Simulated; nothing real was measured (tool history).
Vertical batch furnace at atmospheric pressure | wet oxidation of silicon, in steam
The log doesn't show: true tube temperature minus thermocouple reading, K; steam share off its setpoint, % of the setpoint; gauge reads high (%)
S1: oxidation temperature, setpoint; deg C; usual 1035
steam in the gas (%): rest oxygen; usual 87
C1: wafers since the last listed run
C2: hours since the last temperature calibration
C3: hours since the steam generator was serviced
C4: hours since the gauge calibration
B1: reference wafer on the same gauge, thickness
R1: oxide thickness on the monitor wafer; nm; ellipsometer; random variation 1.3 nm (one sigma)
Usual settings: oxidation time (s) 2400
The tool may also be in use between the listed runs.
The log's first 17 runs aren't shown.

run 18 hour=1033.3 | S1=1047 oxidation_time_(s)=1710 steam_in_the_gas_(%)=78 | C1=447 C2=1258.9 C3=2240.8 C4=1398.1 | B1=419.78 | R1=300.52
run 19 hour=1067.4 | S1=1019 oxidation_time_(s)=1680 steam_in_the_gas_(%)=87 | C1=312 C2=1293 C3=2274.9 C4=1432.2 | B1=420.22 | R1=263.52
run 20 hour=1101.9 | S1=1027 oxidation_time_(s)=3450 steam_in_the_gas_(%)=80 | C1=316 C2=1327.5 C3=2309.4 C4=1466.7 | B1=419.51 | R1=426.05
-- hour=1104.6 gauge calibrated
run 21 hour=1170.2 | S1=1021 oxidation_time_(s)=1530 steam_in_the_gas_(%)=87 | C1=626 C2=1395.8 C3=2377.7 C4=65.6 | B1=420.03 | R1=250.25
-- hour=1214.8 steam generator serviced
run 22 hour=1215.3 | S1=1014 oxidation_time_(s)=1950 steam_in_the_gas_(%)=92 | C1=193 C2=1440.9 C3=0.5 C4=110.7 | B1=419.94 | R1=292.4
run 23 hour=1236.6 | S1=1027 oxidation_time_(s)=1890 steam_in_the_gas_(%)=76 | C1=195 C2=1462.2 C3=21.8 C4=132 | B1=420.04 | R1=276.65
run 24 hour=1302.7 | S1=1043 oxidation_time_(s)=1410 steam_in_the_gas_(%)=92 | C1=606 C2=1528.3 C3=87.9 C4=198.1 | B1=420.08 | R1=289.51
run 25 hour=1336.4 | S1=1044 oxidation_time_(s)=1770 steam_in_the_gas_(%)=97 | C1=309 C2=1562 C3=121.6 C4=231.8 | B1=419.84 | R1=350.89
run 26 hour=1377.3 | S1=1035 oxidation_time_(s)=2400 steam_in_the_gas_(%)=90 | C1=375 C2=1602.9 C3=162.5 C4=272.7 | B1=419.87 | R1=383.35
run 27 hour=1405.8 | S1=1035 oxidation_time_(s)=2400 steam_in_the_gas_(%)=87 | C1=261 C2=1631.4 C3=191 C4=301.2 | B1=420.12 | R1=375.51
-- hour=1531.4 thermocouples replaced and temperature profile calibrated
run 28 hour=1555.8 | S1=1035 oxidation_time_(s)=2400 steam_in_the_gas_(%)=87 | C1=1155 C2=24.4 C3=341 C4=451.2 | B1=420.4 | R1=365.87
run 29 hour=1625.2 | S1=1035 oxidation_time_(s)=2400 steam_in_the_gas_(%)=87 | C1=636 C2=93.8 C3=410.4 C4=520.6 | B1=419.67 | R1=365.28
run 30 hour=1649.9 | S1=1053 oxidation_time_(s)=2940 steam_in_the_gas_(%)=87 | C1=226 C2=118.5 C3=435.1 C4=545.3 | B1=420.31 | R1=461.8
run 31 hour=1707.6 | S1=1035 oxidation_time_(s)=2400 steam_in_the_gas_(%)=87 | C1=529 C2=176.2 C3=492.8 C4=603 | B1=420.17 | R1=366.04
run 32 hour=1745.1 | S1=1035 oxidation_time_(s)=1530 steam_in_the_gas_(%)=82 | C1=343 C2=213.7 C3=530.3 C4=640.5 | B1=419.86 | R1=261.46
run 33 hour=1805.5 | S1=1046 oxidation_time_(s)=2400 steam_in_the_gas_(%)=95 | C1=553 C2=274.1 C3=590.7 C4=700.9 | B1=419.99 | R1=416.37
run 34 hour=1846.5 | S1=1035 oxidation_time_(s)=2400 steam_in_the_gas_(%)=94 | C1=376 C2=315.1 C3=631.7 C4=741.9 | B1=419.87 | R1=383.59
run 35 hour=1912.3 | S1=1017 oxidation_time_(s)=2400 steam_in_the_gas_(%)=87 | C1=603 C2=380.9 C3=697.5 C4=807.7 | B1=419.78 | R1=324.61
run 36 hour=1964.5 | S1=1035 oxidation_time_(s)=2400 steam_in_the_gas_(%)=87 | C1=478 C2=433.1 C3=749.7 C4=859.9 | B1=420.01 | R1=366.2
run 37 hour=2015.6 | S1=1035 oxidation_time_(s)=2400 steam_in_the_gas_(%)=87 | C1=468 C2=484.2 C3=800.8 C4=911 | B1=420 | R1=365.03

Forecast each of these 5 alternatives for the next run:
run A hour=2020 | S1=1057 oxidation_time_(s)=2400 steam_in_the_gas_(%)=87 | C1=40 C2=488.6 C3=805.2 C4=915.4 | B1=? | R1=?
run B hour=2020 | S1=1025 oxidation_time_(s)=2400 steam_in_the_gas_(%)=87 | C1=40 C2=488.6 C3=805.2 C4=915.4 | B1=? | R1=?
run C hour=2020 | S1=1035 oxidation_time_(s)=2010 steam_in_the_gas_(%)=92 | C1=40 C2=488.6 C3=805.2 C4=915.4 | B1=? | R1=?
run D hour=2020 | S1=1035 oxidation_time_(s)=2100 steam_in_the_gas_(%)=78 | C1=40 C2=488.6 C3=805.2 C4=915.4 | B1=? | R1=?
run E hour=2020 | S1=1049 oxidation_time_(s)=2400 steam_in_the_gas_(%)=77 | C1=40 C2=488.6 C3=805.2 C4=915.4 | B1=? | R1=?

run=A B1=420.19 R1=417.29
run=B B1=420.19 R1=343.58
run=C B1=420.19 R1=338.84
run=D B1=420.19 R1=312.85
run=E B1=420.19 R1=369.35
Without the tool's hidden state the same runs would have given:
run=A R1=415.43
run=B R1=341.73
run=C R1=337.08
run=D R1=311.17
run=E R1=367.6
